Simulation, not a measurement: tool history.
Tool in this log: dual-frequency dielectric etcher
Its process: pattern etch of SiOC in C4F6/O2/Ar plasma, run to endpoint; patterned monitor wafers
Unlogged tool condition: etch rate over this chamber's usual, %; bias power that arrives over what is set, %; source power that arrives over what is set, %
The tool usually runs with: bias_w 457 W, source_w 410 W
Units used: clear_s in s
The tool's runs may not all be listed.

run	hour	bias_w	source_w	wafers since the last listed run	hours since the last wet clean	hours since the last bias power generator calibration	hours since the last source power generator calibration	hours since the last upper electrode change	incoming incoming film thickness, nm	clear_s
1	0.0	457	410	0	118.7	3083.6	207.6	1186.5	26.73	8.1
2	95.6	457	410	828	214.3	3179.2	303.2	1282.1	26.52	7.9
3	193.7	457	410	850	312.4	3277.3	401.3	1380.2	26.76	8.0
4	297.3	457	410	897	416.0	3380.9	504.9	1483.8	27.15	8.1
# hour 468.3: wet clean of the chamber
5	541.8	457	410	1910	73.5	3625.4	749.4	1728.3	26.80	8.2
6	614.0	457	390	625	145.7	3697.6	821.6	1800.5	26.88	8.2
7	714.8	457	390	873	246.5	3798.4	922.4	1901.3	26.59	8.2
8	813.9	485	370	858	345.6	3897.5	1021.5	2000.4	26.75	8.0
9	880.1	485	370	573	411.8	3963.7	1087.7	2066.6	26.77	8.0
10	936.5	457	410	488	468.2	4020.1	1144.1	2123.0	26.88	8.1
11	1028.5	457	410	797	560.2	4112.1	1236.1	2215.0	26.55	7.8
# hour 1061.5: wet clean of the chamber
# hour 1095.0: bias power generator calibrated
12	1103.5	431	340	407	42.0	8.5	1311.1	2290.0	26.84	9.0
13	1179.4	431	340	657	117.9	84.4	1387.0	2365.9	26.74	8.9
# hour 1235.9: upper electrode replaced, of another model than before
14	1270.4	431	340	580	208.9	175.4	1478.0	34.5	26.82	8.8
15	1364.0	457	410	811	302.5	269.0	1571.6	128.1	26.93	8.1
16	1450.8	457	410	752	389.3	355.8	1658.4	214.9	26.64	8.0
17	1510.5	457	410	517	449.0	415.5	1718.1	274.6	26.72	8.1
18	1572.5	457	410	537	511.0	477.5	1780.1	336.6	26.48	7.8
19	1631.9	457	410	514	570.4	536.9	1839.5	396.0	26.76	7.9

For run 20, what comes out?
# hour 1707.4: wet clean of the chamber
20	1707.9	374	460	450	0.5	612.9	1915.5	472.0	26.96	?

clear_s: 9.5 s
Had the tool carried no hidden state, the very same run would have given clear_s 9.5 s.
